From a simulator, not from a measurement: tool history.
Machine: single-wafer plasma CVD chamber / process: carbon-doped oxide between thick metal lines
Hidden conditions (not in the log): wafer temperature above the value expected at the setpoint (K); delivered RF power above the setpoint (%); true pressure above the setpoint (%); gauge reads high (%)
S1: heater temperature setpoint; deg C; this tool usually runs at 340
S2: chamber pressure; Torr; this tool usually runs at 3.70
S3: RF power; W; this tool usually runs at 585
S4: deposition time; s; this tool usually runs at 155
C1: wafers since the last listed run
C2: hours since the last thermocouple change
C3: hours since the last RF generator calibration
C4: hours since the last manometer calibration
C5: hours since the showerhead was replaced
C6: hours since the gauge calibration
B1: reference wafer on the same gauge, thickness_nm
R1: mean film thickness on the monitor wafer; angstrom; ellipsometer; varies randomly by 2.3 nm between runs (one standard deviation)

{"run": 1, "hour": 0.0, "S1": 340, "S2": 3.7, "S3": 585, "S4": 155, "C1": 0, "C2": 1415.9, "C3": 1569.1, "C4": 1010.3, "C5": 6310.6, "C6": 25.4, "B1": 951.28, "R1": 8331.56}
{"run": 2, "hour": 56.4, "S1": 340, "S2": 3.7, "S3": 585, "S4": 155, "C1": 395, "C2": 1472.3, "C3": 1625.5, "C4": 1066.7, "C5": 6367.0, "C6": 81.8, "B1": 951.221, "R1": 8297.51}
{"run": 3, "hour": 124.1, "S1": 335, "S2": 3.7, "S3": 585, "S4": 173, "C1": 474, "C2": 1540.0, "C3": 1693.2, "C4": 1134.4, "C5": 6434.7, "C6": 149.5, "B1": 951.156, "R1": 9472.93}
{"run": 4, "hour": 183.8, "S1": 335, "S2": 3.7, "S3": 585, "S4": 173, "C1": 418, "C2": 1599.7, "C3": 1752.9, "C4": 1194.1, "C5": 6494.4, "C6": 209.2, "B1": 950.541, "R1": 9417.0}
{"run": 5, "hour": 216.4, "S1": 334, "S2": 3.7, "S3": 585, "S4": 155, "C1": 228, "C2": 1632.3, "C3": 1785.5, "C4": 1226.7, "C5": 6527.0, "C6": 241.8, "B1": 951.189, "R1": 8509.31}
{"run": 6, "hour": 251.2, "S1": 334, "S2": 3.7, "S3": 585, "S4": 155, "C1": 244, "C2": 1667.1, "C3": 1820.3, "C4": 1261.5, "C5": 6561.8, "C6": 276.6, "B1": 950.917, "R1": 8474.88}
{"run": 7, "hour": 278.5, "S1": 334, "S2": 3.7, "S3": 585, "S4": 155, "C1": 191, "C2": 1694.4, "C3": 1847.6, "C4": 1288.8, "C5": 6589.1, "C6": 303.9, "B1": 950.915, "R1": 8425.93}
{"run": 8, "hour": 350.2, "S1": 343, "S2": 4.39, "S3": 585, "S4": 155, "C1": 502, "C2": 1766.1, "C3": 1919.3, "C4": 1360.5, "C5": 6660.8, "C6": 375.6, "B1": 950.834, "R1": 8381.47}
{"run": 9, "hour": 403.8, "S1": 343, "S2": 4.39, "S3": 585, "S4": 155, "C1": 375, "C2": 1819.7, "C3": 1972.9, "C4": 1414.1, "C5": 6714.4, "C6": 429.2, "B1": 951.143, "R1": 8343.96}
{"hour": 416.5, "done": "capacitance manometer re-zeroed and calibrated"}
{"run": 10, "hour": 436.4, "S1": 343, "S2": 4.39, "S3": 585, "S4": 155, "C1": 172, "C2": 1852.3, "C3": 2005.5, "C4": 19.9, "C5": 6747.0, "C6": 461.8, "B1": 951.081, "R1": 8319.96}
{"hour": 446.5, "done": "RF generator calibrated"}
{"hour": 563.5, "done": "thermocouple changed; heater temperature recalibrated"}
{"hour": 602.6, "done": "showerhead replaced"}
{"run": 11, "hour": 636.1, "S1": 340, "S2": 3.7, "S3": 585, "S4": 155, "C1": 1232, "C2": 72.6, "C3": 189.6, "C4": 219.6, "C5": 33.5, "C6": 661.5, "B1": 951.07, "R1": 8250.65}
{"run": 12, "hour": 674.0, "S1": 340, "S2": 3.7, "S3": 585, "S4": 155, "C1": 265, "C2": 110.5, "C3": 227.5, "C4": 257.5, "C5": 71.4, "C6": 699.4, "B1": 951.428, "R1": 8221.14}
{"run": 13, "hour": 734.3, "S1": 328, "S2": 3.7, "S3": 665, "S4": 155, "C1": 422, "C2": 170.8, "C3": 287.8, "C4": 317.8, "C5": 131.7, "C6": 759.7, "B1": 951.174, "R1": 8980.4}
{"hour": 759.1, "done": "gauge calibrated"}
{"run": 14, "hour": 774.0, "S1": 348, "S2": 3.7, "S3": 530, "S4": 155, "C1": 278, "C2": 210.5, "C3": 327.5, "C4": 357.5, "C5": 171.4, "C6": 14.9, "B1": 951.11, "R1": 7762.27}
{"hour": 787.0, "done": "thermocouple changed; heater temperature recalibrated, repeated, since the last time left the tool worse"}
{"run": 15, "hour": 830.8, "S1": 334, "S2": 3.7, "S3": 585, "S4": 155, "C1": 342, "C2": 43.8, "C3": 384.3, "C4": 414.3, "C5": 228.2, "C6": 71.7, "B1": 951.096, "R1": 8555.96}
{"run": 16, "hour": 872.5, "S1": 340, "S2": 3.7, "S3": 585, "S4": 155, "C1": 292, "C2": 85.5, "C3": 426.0, "C4": 456.0, "C5": 269.9, "C6": 113.4, "B1": 950.853, "R1": 8419.73}
{"run": 17, "hour": 935.7, "S1": 340, "S2": 3.7, "S3": 585, "S4": 155, "C1": 443, "C2": 148.7, "C3": 489.2, "C4": 519.2, "C5": 333.1, "C6": 176.6, "B1": 951.152, "R1": 8396.1}
{"run": 18, "hour": 991.9, "S1": 340, "S2": 3.7, "S3": 530, "S4": 141, "C1": 394, "C2": 204.9, "C3": 545.4, "C4": 575.4, "C5": 389.3, "C6": 232.8, "B1": 951.14, "R1": 7394.89}
{"run": 19, "hour": 1054.5, "S1": 340, "S2": 3.7, "S3": 510, "S4": 155, "C1": 439, "C2": 267.5, "C3": 608.0, "C4": 638.0, "C5": 451.9, "C6": 295.4, "B1": 951.011, "R1": 8019.66}
{"run": 20, "hour": 1080.3, "S1": 340, "S2": 4.0, "S3": 585, "S4": 168, "C1": 180, "C2": 293.3, "C3": 633.8, "C4": 663.8, "C5": 477.7, "C6": 321.2, "B1": 950.995, "R1": 9132.76}
{"run": 21, "hour": 1147.4, "S1": 340, "S2": 2.81, "S3": 585, "S4": 155, "C1": 470, "C2": 360.4, "C3": 700.9, "C4": 730.9, "C5": 544.8, "C6": 388.3, "B1": 951.182, "R1": 8301.03}
{"run": 22, "hour": 1179.4, "S1": 346, "S2": 3.7, "S3": 690, "S4": 137, "C1": 224, "C2": 392.4, "C3": 732.9, "C4": 762.9, "C5": 576.8, "C6": 420.3, "B1": 951.13, "R1": 7735.13}
{"run": 23, "hour": 1223.1, "S1": 327, "S2": 3.7, "S3": 645, "S4": 155, "C1": 306, "C2": 436.1, "C3": 776.6, "C4": 806.6, "C5": 620.5, "C6": 464.0, "B1": 950.88, "R1": 9081.01}

What will run 24 give?
{"run": 24, "hour": 1256.8, "S1": 340, "S2": 3.7, "S3": 585, "S4": 155, "C1": 236, "C2": 469.8, "C3": 810.3, "C4": 840.3, "C5": 654.2, "C6": 497.7, "B1": "?", "R1": "?"}

Run 24 came out at B1 951.399, R1 8351.39 angstrom.
With the hidden condition absent and the run-to-run variation left alone, this run would have shown R1 8374.61 angstrom.
